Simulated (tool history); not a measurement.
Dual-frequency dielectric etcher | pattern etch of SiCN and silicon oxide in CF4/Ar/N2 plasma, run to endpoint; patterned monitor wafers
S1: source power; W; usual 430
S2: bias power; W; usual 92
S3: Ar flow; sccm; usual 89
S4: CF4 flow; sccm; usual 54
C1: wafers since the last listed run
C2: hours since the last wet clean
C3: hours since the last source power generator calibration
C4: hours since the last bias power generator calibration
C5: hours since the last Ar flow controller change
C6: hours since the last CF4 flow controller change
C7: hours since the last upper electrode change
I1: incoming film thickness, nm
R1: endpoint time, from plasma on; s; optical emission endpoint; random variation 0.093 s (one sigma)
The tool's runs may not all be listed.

run	hour	S1	S2	S3	S4	C1	C2	C3	C4	C5	C6	C7	I1	R1
1	0.0	430	110	89	47	0	141.6	1424.9	4557.6	1973.7	2767.5	2198.1	9.28	10.4
2	16.4	430	87	102	54	267	158.0	1441.3	4574.0	1990.1	2783.9	2214.5	9.41	11.7
3	44.7	430	87	102	54	461	186.3	1469.6	4602.3	2018.4	2812.2	2242.8	9.43	11.8
4	64.2	430	87	102	54	318	205.8	1489.1	4621.8	2037.9	2831.7	2262.3	9.36	11.6
5	82.1	430	84	89	54	291	223.7	1507.0	4639.7	2055.8	2849.6	2280.2	9.36	11.5
6	112.7	430	84	89	54	499	254.3	1537.6	4670.3	2086.4	2880.2	2310.8	9.41	11.5
# hour 119.8: Ar flow controller replaced
7	144.2	430	92	89	54	415	285.8	1569.1	4701.8	24.4	2911.7	2342.3	9.37	11.4
# hour 174.5: CF4 flow controller replaced
# hour 196.6: upper electrode replaced
# hour 204.9: wet clean of the chamber
8	205.4	430	92	89	54	405	0.5	1630.3	4763.0	85.6	30.9	8.8	9.44	10.9
9	205.7	430	92	89	54	4	0.8	1630.6	4763.3	85.9	31.2	9.1	9.39	11.0
10	226.2	430	92	97	66	334	21.3	1651.1	4783.8	106.4	51.7	29.6	9.38	10.6
# hour 259.6: source power generator calibrated
11	260.1	510	105	77	64	487	55.2	0.5	4817.7	140.3	85.6	63.5	9.44	8.4
# hour 277.5: bias power generator calibrated
12	288.8	430	70	89	60	402	83.9	29.2	11.3	169.0	114.3	92.2	9.44	12.2
13	302.8	430	92	72	54	228	97.9	43.2	25.3	183.0	128.3	106.2	9.50	10.8
14	317.7	430	87	102	54	242	112.8	58.1	40.2	197.9	143.2	121.1	9.43	11.6
15	335.4	430	92	74	59	288	130.5	75.8	57.9	215.6	160.9	138.8	9.41	10.6
16	362.1	430	92	89	46	435	157.2	102.5	84.6	242.3	187.6	165.5	9.46	11.7

Forecast each of these 3 alternatives for the next run:
A	362.5	430	92	89	54	6	157.6	102.9	85.0	242.7	188.0	165.9	9.41	?
B	362.5	470	92	89	54	6	157.6	102.9	85.0	242.7	188.0	165.9	9.41	?
C	362.5	470	92	74	49	6	157.6	102.9	85.0	242.7	188.0	165.9	9.41	?

run	R1
A	11.1
B	10.1
C	10.0
Without the tool's hidden state the same runs would have given:
run	R1
A	10.8
B	10.0
C	9.8
